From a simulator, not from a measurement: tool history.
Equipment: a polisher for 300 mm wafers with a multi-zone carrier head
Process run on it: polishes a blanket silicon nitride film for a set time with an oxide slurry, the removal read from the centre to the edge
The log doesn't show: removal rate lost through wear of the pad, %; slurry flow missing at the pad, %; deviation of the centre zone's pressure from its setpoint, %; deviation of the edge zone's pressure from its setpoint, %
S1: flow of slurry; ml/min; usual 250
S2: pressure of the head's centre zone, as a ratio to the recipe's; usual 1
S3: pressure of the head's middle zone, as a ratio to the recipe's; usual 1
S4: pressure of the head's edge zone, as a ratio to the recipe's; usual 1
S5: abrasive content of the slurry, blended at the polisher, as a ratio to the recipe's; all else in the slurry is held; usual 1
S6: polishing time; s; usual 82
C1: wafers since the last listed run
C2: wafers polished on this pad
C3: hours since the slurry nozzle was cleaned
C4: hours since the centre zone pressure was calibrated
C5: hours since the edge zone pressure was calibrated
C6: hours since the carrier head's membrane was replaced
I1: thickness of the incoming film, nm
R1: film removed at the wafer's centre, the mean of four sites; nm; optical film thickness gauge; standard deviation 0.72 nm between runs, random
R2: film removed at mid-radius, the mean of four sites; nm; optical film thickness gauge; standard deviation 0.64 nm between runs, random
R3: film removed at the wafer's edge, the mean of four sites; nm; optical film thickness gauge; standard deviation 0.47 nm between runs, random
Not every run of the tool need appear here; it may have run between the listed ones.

| run | hour | S1 | S2 | S3 | S4 | S5 | S6 | C1 | C2 | C3 | C4 | C5 | C6 | I1 | R1 | R2 | R3 |
|---|---|---|---|---|---|---|---|---|---|---|---|---|---|---|---|---|---|
| 1 | 0 | 250 | 1 | 1 | 1 | 0.9 | 82 | 0 | 3516 | 406.3 | 828.1 | 1230.4 | 947.5 | 439.5 | 50.5 | 56.2 | 59.1 |
| 2 | 67.7 | 250 | 1 | 1 | 1 | 1 | 75 | 618 | 4134 | 474 | 895.8 | 1298.1 | 1015.2 | 436.5 | 48.2 | 54.1 | 55.3 |
|  | 86.1 | edge zone pressure recalibrated |
|  | 98.6 | carrier head's membrane replaced by a new one |
|  | 107.7 | slurry nozzle cleaned |
| 3 | 124.6 | 250 | 1 | 1 | 1 | 1 | 82 | 446 | 4580 | 16.9 | 952.7 | 38.5 | 26 | 437.8 | 53.5 | 60.2 | 60.4 |
|  | 133.8 | worn pad replaced by a new one |
| 4 | 156.8 | 210 | 1.1 | 1 | 1.11 | 1 | 69 | 257 | 209 | 49.1 | 984.9 | 70.7 | 58.2 | 443.7 | 48 | 49.6 | 53.4 |
| 5 | 217.9 | 250 | 1 | 1 | 0.94 | 1.2 | 82 | 557 | 767 | 110.2 | 1046 | 131.8 | 119.3 | 445 | 56.3 | 64.2 | 62.8 |
| 6 | 258.8 | 250 | 0.91 | 1.11 | 1 | 1 | 82 | 373 | 1140 | 151.1 | 1086.9 | 172.7 | 160.2 | 433.4 | 46.6 | 65.1 | 61.1 |
| 7 | 301.9 | 250 | 1 | 1.09 | 0.89 | 0.9 | 66 | 393 | 1534 | 194.2 | 1130 | 215.8 | 203.3 | 435.4 | 40.1 | 49 | 44.1 |
| 8 | 359.3 | 250 | 1 | 1 | 1 | 1 | 82 | 523 | 2058 | 251.6 | 1187.4 | 273.2 | 260.7 | 440.4 | 50.7 | 60.6 | 60.9 |
|  | 390.9 | centre zone pressure recalibrated |
| 9 | 392.5 | 250 | 1 | 1 | 1 | 0.9 | 82 | 284 | 2343 | 284.8 | 1.6 | 306.4 | 293.9 | 437.7 | 53.5 | 57 | 58.5 |
| 10 | 455.4 | 185 | 1 | 1 | 1 | 1 | 82 | 574 | 2917 | 347.7 | 64.5 | 369.3 | 356.8 | 438.2 | 54.2 | 56.9 | 59.5 |
| 11 | 519.9 | 335 | 1.11 | 1 | 1 | 1 | 82 | 588 | 3506 | 412.2 | 129 | 433.8 | 421.3 | 446.3 | 62.6 | 61.8 | 62.6 |
|  | 542.4 | worn pad replaced by a new one |
| 12 | 576.8 | 250 | 1 | 1 | 1 | 1 | 82 | 482 | 314 | 469.1 | 185.9 | 490.7 | 478.2 | 437.8 | 55.9 | 61 | 61 |
| 13 | 631.9 | 250 | 0.97 | 1 | 1 | 1 | 82 | 502 | 817 | 524.2 | 241 | 545.8 | 533.3 | 436.4 | 54.6 | 60.5 | 60.4 |
|  | 651.4 | slurry nozzle cleaned |
| 14 | 657.8 | 250 | 1 | 1 | 1.06 | 0.75 | 82 | 227 | 1044 | 6.4 | 266.9 | 571.7 | 559.2 | 438 | 50.1 | 53.8 | 55.3 |
| 15 | 716.9 | 250 | 1 | 0.96 | 1 | 0.75 | 62 | 539 | 1583 | 65.5 | 326 | 630.8 | 618.3 | 437 | 37.1 | 39.5 | 40.6 |
| 16 | 772.9 | 250 | 1 | 1 | 1 | 0.7 | 82 | 511 | 2095 | 121.5 | 382 | 686.8 | 674.3 | 441.2 | 47 | 52.2 | 52.5 |
| 17 | 836.1 | 250 | 1 | 1.07 | 1 | 1.2 | 82 | 576 | 2671 | 184.7 | 445.2 | 750 | 737.5 | 440.2 | 58.8 | 67.9 | 65.2 |
| 18 | 878.1 | 205 | 1.07 | 1 | 1 | 1 | 82 | 383 | 3055 | 226.7 | 487.2 | 792 | 779.5 | 444.3 | 58 | 59.3 | 59.7 |
| 19 | 910.4 | 250 | 1 | 0.89 | 1 | 1 | 82 | 294 | 3350 | 259 | 519.5 | 824.3 | 811.8 | 440.8 | 55.2 | 54.5 | 60.1 |
| 20 | 965.7 | 300 | 0.92 | 1 | 1 | 1 | 68 | 504 | 3855 | 314.3 | 574.8 | 879.6 | 867.1 | 439.2 | 42.8 | 49.8 | 50.8 |
|  | 1017.1 | carrier head's membrane replaced by a new one |
| 21 | 1024.3 | 250 | 1.05 | 1 | 1 | 1 | 82 | 489 | 4344 | 372.9 | 633.4 | 938.2 | 7.2 | 436.5 | 57.6 | 60.2 | 60.8 |

Below are 4 alternative next runs, each starting from the tool's condition after run 21. Predict each:
| A | 1024.7 | 250 | 1 | 1 | 1 | 1 | 82 | 3 | 4347 | 373.3 | 633.8 | 938.6 | 7.6 | 440.2 | ? | ? | ? |
| B | 1024.7 | 250 | 1.12 | 0.93 | 1 | 1.15 | 63 | 3 | 4347 | 373.3 | 633.8 | 938.6 | 7.6 | 440.2 | ? | ? | ? |
| C | 1024.7 | 325 | 1 | 1 | 1 | 1 | 82 | 3 | 4347 | 373.3 | 633.8 | 938.6 | 7.6 | 440.2 | ? | ? | ? |
| D | 1024.7 | 250 | 1 | 1.04 | 0.88 | 1 | 96 | 3 | 4347 | 373.3 | 633.8 | 938.6 | 7.6 | 440.2 | ? | ? | ? |

| run | R1 | R2 | R3 |
|---|---|---|---|
| A | 54.5 | 60.1 | 60.7 |
| B | 49.5 | 45.8 | 49.2 |
| C | 56.1 | 61.6 | 61.9 |
| D | 63.8 | 72.7 | 66.8 |
What these runs would have given with no unlogged condition in the tool:
| run | R1 | R2 | R3 |
|---|---|---|---|
| A | 57.3 | 60 | 60.7 |
| B | 52 | 45.8 | 49.2 |
| C | 58.9 | 61.6 | 61.9 |
| D | 67.1 | 72.7 | 66.8 |
